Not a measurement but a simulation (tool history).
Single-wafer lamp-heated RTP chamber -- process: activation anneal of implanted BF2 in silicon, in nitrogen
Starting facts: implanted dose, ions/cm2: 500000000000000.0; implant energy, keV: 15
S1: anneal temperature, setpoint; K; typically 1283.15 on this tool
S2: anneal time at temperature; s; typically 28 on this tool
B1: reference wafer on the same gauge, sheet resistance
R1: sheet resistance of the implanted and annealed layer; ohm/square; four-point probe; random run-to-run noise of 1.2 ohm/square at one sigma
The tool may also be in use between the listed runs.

run    day       S1  S2      B1      R1
  1  0.000  1283.15  28  324.04  270.56
  2  1.238  1283.15  28  323.80  269.87
  3  2.167  1283.15  28  323.73  270.40
  4  3.125  1283.15  28  323.64  269.67
  5  4.192  1283.15  28  323.99  270.28
  6  4.796  1272.15  28  324.16  276.01
  7  5.454  1304.15  20  323.76  259.96
     7.000  -- reflector plate cleaned
  8  7.021  1296.15  44  324.16  251.81
  9  7.567  1283.15  28  324.13  268.85

What will run 10 give?
 10  8.454  1300.15  19   ?   ?

Logged for run 10: B1 324.00, R1 261.84 ohm/square.
If the tool had no hidden condition, the same run with the same run-to-run variation would have returned R1 267.18 ohm/square.

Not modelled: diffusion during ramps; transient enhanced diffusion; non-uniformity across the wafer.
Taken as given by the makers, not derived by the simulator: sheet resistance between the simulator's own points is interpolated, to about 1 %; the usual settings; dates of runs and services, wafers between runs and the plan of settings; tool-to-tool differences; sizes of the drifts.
